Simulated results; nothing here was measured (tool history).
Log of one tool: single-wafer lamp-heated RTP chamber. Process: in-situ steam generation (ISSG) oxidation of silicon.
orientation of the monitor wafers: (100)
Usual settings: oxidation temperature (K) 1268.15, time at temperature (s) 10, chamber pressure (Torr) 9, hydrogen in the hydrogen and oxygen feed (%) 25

run     day  oxidation temperature (K)  time at temperature (s)  chamber pressure (Torr)  hydrogen in the hydrogen and oxygen feed (%)  wafers since the last listed run  wafers since the last pyrometer calibration  hours since the pressure gauge was zeroed  hours since the hydrogen flow controller was replaced  hours since the gauge calibration  read-back reference wafer on the same gauge, thickness  oxide thickness on the monitor wafer (angstrom)
  1       0                    1268.15                       10                      8.6                                            25                                 0                                         2585                                      633.2                                                 3936.6                              896.8                                                   3.661                                            40.27
  2   3.358                    1268.15                       10                      8.6                                            25                               802                                         3387                                      713.8                                                 4017.2                              977.4                                                    3.66                                            40.51
      3.938  -- pyrometer window cleaned and pyrometer calibrated
  3   5.875                    1268.15                       10                        9                                            25                               521                                          462                                      774.2                                                 4077.6                             1037.8                                                    3.66                                            39.75
  4   9.067                    1268.15                       10                        9                                            25                               762                                         1225                                      850.8                                                 4154.2                             1114.4                                                    3.66                                            39.86
  5   11.05                    1268.15                       10                        9                                            25                               473                                         1699                                      898.4                                                 4201.8                               1162                                                    3.66                                            39.88
  6  13.138                    1268.15                       10                        9                                            25                               498                                         2198                                      948.5                                                 4251.9                             1212.1                                                    3.66                                            39.89
     15.642  -- pyrometer window cleaned and pyrometer calibrated
  7  16.488                    1277.15                       10                        9                                            25                               720                                          202                                     1028.9                                                 4332.3                             1292.5                                                   3.659                                            40.85
  8  18.779                    1277.15                       10                        9                                            25                               547                                          750                                     1083.9                                                 4387.3                             1347.5                                                    3.66                                            40.91
  9  23.188                    1268.15                       10                        9                                            25                              1053                                         1803                                     1189.7                                                 4493.1                             1453.3                                                   3.661                                            39.85
     24.746  -- gauge calibrated
 10  26.254                    1268.15                       10                        9                                            25                               732                                         2536                                     1263.3                                                 4566.7                               36.2                                                    3.66                                            39.94
 11  29.425                    1268.15                       10                        9                                            25                               757                                         3294                                     1339.4                                                 4642.8                              112.3                                                    3.66                                            40.12
     29.854  -- pyrometer window cleaned and pyrometer calibrated
     30.662  -- hydrogen flow controller replaced
 12  32.008                    1268.15                       13                        9                                            25                               458                                          434                                     1401.4                                                   32.3                              174.3                                                    3.66                                            44.28
 13  34.471                    1258.15                       10                      8.2                                            30                               588                                         1023                                     1460.5                                                   91.4                              233.4                                                    3.66                                            40.99
 14  37.804                    1255.15                       10                      8.3                                            31                               796                                         1820                                     1540.5                                                  171.4                              313.4                                                    3.66                                            41.08
 15  40.254                    1268.15                       10                        9                                            25                               585                                         2405                                     1599.3                                                  230.2                              372.2                                                   3.659                                            39.95
     42.371  -- pyrometer window cleaned and pyrometer calibrated
 16  44.208                    1268.15                       10                      8.5                                            25                               865                                          438                                     1694.2                                                  325.1                              467.1                                                    3.66                                            39.87
     47.625  -- pressure gauge zeroed
 17  48.458                    1273.15                        9                     10.2                                            20                               935                                         1374                                         20                                                  427.1                              569.1                                                   3.659                                            35.75
 18  50.546                    1279.15                       13                      8.2                                            20                               498                                         1873                                       70.1                                                  477.2                              619.2                                                    3.66                                            44.04
 19   53.05                    1268.15                       10                        9                                            25                               598                                         2472                                      130.2                                                  537.3                              679.3                                                    3.66                                            40.01
     55.767  -- pyrometer window cleaned and pyrometer calibrated
 20  55.788                    1249.15                       13                       10                                            18                               574                                            4                                      195.9                                                    603                                745                                                    3.66                                            37.85
 21  58.867                    1288.15                        7                      9.9                                            32                               735                                          740                                      269.8                                                  676.9                              818.9                                                    3.66                                            38.22
 22  62.692                    1268.15                       10                        9                                            17                               914                                         1654                                      361.6                                                  768.7                              910.7                                                   3.659                                            36.17
 23    64.7                    1268.15                       10                     10.1                                            20                               479                                         2134                                      409.8                                                  816.9                              958.9                                                   3.661                                            36.93
 24  68.038                    1268.15                       10                        9                                            17                               797                                         2932                                      489.9                                                    897                               1039                                                    3.66                                            36.46

Some steps in oxide thickness on the monitor wafer (angstrom) between neighbouring runs. How much of each would the tool show without its hidden state too (settings, what came in, random variation), and how much is left for the hidden state, with any gauge scatter that isn't in both results?
The hidden state here: true wafer temperature minus pyrometer reading, K; true pressure minus gauge reading, Torr; deviation of the hydrogen flow from its setpoint, %; gauge reads high (%).
Run 2 -> 3: chamber pressure (Torr) 8.6 -> 9, pyrometer window cleaned and pyrometer calibrated. oxide thickness on the monitor wafer (angstrom) -0.76: hidden state -0.56, all else -0.2.
Run 11 -> 12: time at temperature (s) 10 -> 13, pyrometer window cleaned and pyrometer calibrated, hydrogen flow controller replaced. oxide thickness on the monitor wafer (angstrom) +4.16: hidden state -0.48, all else +4.64.
Run 17 -> 18: oxidation temperature (K) 1273.15 -> 1279.15, time at temperature (s) 9 -> 13, chamber pressure (Torr) 10.2 -> 8.2. oxide thickness on the monitor wafer (angstrom) +8.29: hidden state +0.14, all else +8.15.
